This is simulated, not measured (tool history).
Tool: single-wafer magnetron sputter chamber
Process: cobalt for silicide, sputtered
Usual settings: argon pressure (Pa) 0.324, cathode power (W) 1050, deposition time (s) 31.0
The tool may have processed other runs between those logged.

| run | hour | argon pressure (Pa) | cathode power (W) | deposition time (s) | wafers since the last listed run | wafers on the sputter target | hours since the last manometer calibration | hours since the magnet pack was replaced | hours since the gauge calibration | read-back reference wafer on the same gauge, thickness_nm | mean film thickness on the monitor wafer (Å) |
|---|---|---|---|---|---|---|---|---|---|---|---|
| 1 | 0.0 | 0.324 | 1050 | 31.0 | 0 | 117 | 2348.3 | 6888.3 | 38.6 | 16.495 | 157.96 |
| 2 | 8.3 | 0.324 | 1050 | 31.0 | 200 | 318 | 2356.6 | 6896.6 | 46.9 | 16.493 | 157.51 |
| 3 | 15.2 | 0.324 | 1050 | 31.0 | 166 | 484 | 2363.5 | 6903.5 | 53.8 | 16.500 | 158.24 |
| 4 | 33.5 | 0.324 | 1050 | 31.0 | 441 | 926 | 2381.8 | 6921.8 | 72.1 | 16.510 | 157.42 |
| 5 | 40.2 | 0.324 | 1050 | 31.0 | 161 | 1088 | 2388.5 | 6928.5 | 78.8 | 16.496 | 158.06 |
| 6 | 50.6 | 0.324 | 1050 | 31.0 | 251 | 1339 | 2398.9 | 6938.9 | 89.2 | 16.495 | 158.09 |
|  | 53.4 | gauge calibrated |
|  | 66.0 | magnet pack replaced |
| 7 | 67.3 | 0.324 | 1050 | 31.0 | 210 | 1549 | 2415.6 | 1.3 | 13.9 | 16.522 | 157.42 |
| 8 | 78.4 | 0.324 | 1050 | 31.0 | 267 | 1817 | 2426.7 | 12.4 | 25.0 | 16.509 | 156.81 |
| 9 | 91.0 | 0.324 | 1050 | 31.0 | 304 | 2121 | 2439.3 | 25.0 | 37.6 | 16.504 | 155.52 |
| 10 | 99.8 | 0.324 | 1050 | 26.9 | 212 | 2333 | 2448.1 | 33.8 | 46.4 | 16.495 | 135.45 |
|  | 109.1 | capacitance manometer re-zeroed and calibrated |
| 11 | 109.6 | 0.324 | 1050 | 31.0 | 43 | 2377 | 0.5 | 43.6 | 56.2 | 16.514 | 155.90 |
|  | 129.7 | sputter target and shields replaced |
| 12 | 130.2 | 0.324 | 950 | 31.0 | 304 | 10 | 21.1 | 64.2 | 76.8 | 16.508 | 145.79 |
| 13 | 133.9 | 0.324 | 1050 | 33.5 | 89 | 100 | 24.8 | 67.9 | 80.5 | 16.506 | 170.63 |
|  | 137.1 | gauge calibrated |
| 14 | 145.4 | 0.209 | 850 | 37.1 | 277 | 377 | 36.3 | 79.4 | 8.3 | 16.499 | 163.83 |
| 15 | 154.0 | 0.324 | 1050 | 33.5 | 207 | 585 | 44.9 | 88.0 | 16.9 | 16.500 | 170.84 |
| 16 | 162.6 | 0.209 | 850 | 37.1 | 207 | 793 | 53.5 | 96.6 | 25.5 | 16.486 | 162.87 |
| 17 | 177.0 | 0.290 | 1200 | 28.8 | 347 | 1140 | 67.9 | 111.0 | 39.9 | 16.493 | 167.20 |
| 18 | 184.5 | 0.204 | 900 | 26.6 | 181 | 1321 | 75.4 | 118.5 | 47.4 | 16.479 | 123.45 |

4 options for the next run, each taken on its own from the tool as it stands now. Forecast them:
| A | 184.9 | 0.324 | 800 | 31.0 | 9 | 1331 | 75.8 | 118.9 | 47.8 | ? | ? |
| B | 184.9 | 0.449 | 1050 | 31.0 | 9 | 1331 | 75.8 | 118.9 | 47.8 | ? | ? |
| C | 184.9 | 0.324 | 1050 | 25.6 | 9 | 1331 | 75.8 | 118.9 | 47.8 | ? | ? |
| D | 184.9 | 0.324 | 900 | 31.0 | 9 | 1331 | 75.8 | 118.9 | 47.8 | ? | ? |

| run | read-back reference wafer on the same gauge, thickness_nm | mean film thickness on the monitor wafer (Å) |
|---|---|---|
| A | 16.506 | 124.49 |
| B | 16.506 | 151.38 |
| C | 16.506 | 130.18 |
| D | 16.506 | 137.75 |
Had the tool no hidden state, the same runs would have come out as:
| run | mean film thickness on the monitor wafer (Å) |
|---|---|
| A | 125.11 |
| B | 152.13 |
| C | 130.82 |
| D | 138.43 |
